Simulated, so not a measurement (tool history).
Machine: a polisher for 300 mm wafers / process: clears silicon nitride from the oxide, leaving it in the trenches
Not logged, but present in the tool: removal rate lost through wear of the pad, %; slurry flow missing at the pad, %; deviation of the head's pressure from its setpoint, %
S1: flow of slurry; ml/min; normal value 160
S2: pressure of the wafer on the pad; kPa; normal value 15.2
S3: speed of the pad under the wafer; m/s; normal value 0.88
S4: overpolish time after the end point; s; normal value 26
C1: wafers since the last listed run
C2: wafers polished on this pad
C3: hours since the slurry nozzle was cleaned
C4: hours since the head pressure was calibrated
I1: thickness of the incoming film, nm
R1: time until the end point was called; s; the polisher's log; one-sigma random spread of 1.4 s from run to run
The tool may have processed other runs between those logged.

run	hour	S1	S2	S3	S4	C1	C2	C3	C4	I1	R1
1	0	160	15.2	0.88	26	0	530	102.4	438	45.1	78.2
2	15.9	160	15.2	0.88	26	105	635	118.3	453.9	44.3	79.2
3	32	160	15.2	0.88	26	107	742	134.4	470	44.9	78.5
4	47.1	160	13.8	0.88	26	100	843	149.5	485.1	45.4	86.2
5	58.8	195	15.2	0.88	26	77	920	161.2	496.8	45	76.4
6	74.1	195	15.2	0.88	26	101	1022	176.5	512.1	45.1	75.7
7	83.7	160	15.2	0.88	26	63	1086	186.1	521.7	45.6	80.2
8	98.5	160	15.2	0.88	26	98	1184	200.9	536.5	44.6	77.8
# hour 105.6: head pressure recalibrated
9	109	160	15.2	0.88	26	56	1241	211.4	3.4	45.1	77.3
10	127	160	15.2	0.82	26	119	1360	229.4	21.4	44.5	84.8
11	134.5	160	15.2	0.82	26	49	1410	236.9	28.9	45.8	84.7
# hour 143.5: worn pad replaced by a new one
12	144	160	15.2	0.82	26	36	3	246.4	38.4	45.8	85.1
# hour 146: slurry nozzle cleaned
13	149.6	125	15.2	1	11	30	33	3.6	44	44.7	72.7
14	158.6	160	15.2	0.88	26	59	93	12.6	53	45.8	77.6
15	169.3	160	15.2	1.02	11	71	164	23.3	63.7	45.3	67.5
16	186.4	160	15.2	0.88	26	113	278	40.4	80.8	44.9	78
17	198.5	215	15.2	0.7	26	80	358	52.5	92.9	45.8	99.1
18	212.1	160	16.5	0.88	26	90	449	66.1	106.5	44.6	70.5
19	225.6	160	10.3	0.88	13	89	538	79.6	120	44.8	114.9
20	235.4	160	15.2	0.88	26	65	603	89.4	129.8	44.5	79.3
21	241.8	160	15.2	0.74	26	42	646	95.8	136.2	44.8	90.5
22	284.8	160	10.3	0.88	39	285	932	138.8	179.2	44.8	117
23	298.2	195	13.8	0.88	39	89	1021	152.2	192.6	44.3	79.5
24	314.1	160	15.2	0.82	26	105	1126	168.1	208.5	45.7	84.8

5 ways to go on from here, each from the tool as it stands after run 24. What would each give?
A	314.6	160	15.2	0.88	26	3	1130	168.6	209	45.5	?
B	314.6	185	13.1	1.1	26	3	1130	168.6	209	45.5	?
C	314.6	160	18.6	0.76	26	3	1130	168.6	209	45.5	?
D	314.6	195	15.2	1.14	36	3	1130	168.6	209	45.5	?
E	314.6	185	10.3	0.62	38	3	1130	168.6	209	45.5	?

run	R1
A	80.5
B	72.9
C	75.9
D	60.3
E	163.8
Stripped of hidden state, with their random variation kept, the same runs would have yielded:
run	R1
A	80.5
B	72.9
C	75.9
D	60.3
E	163.8
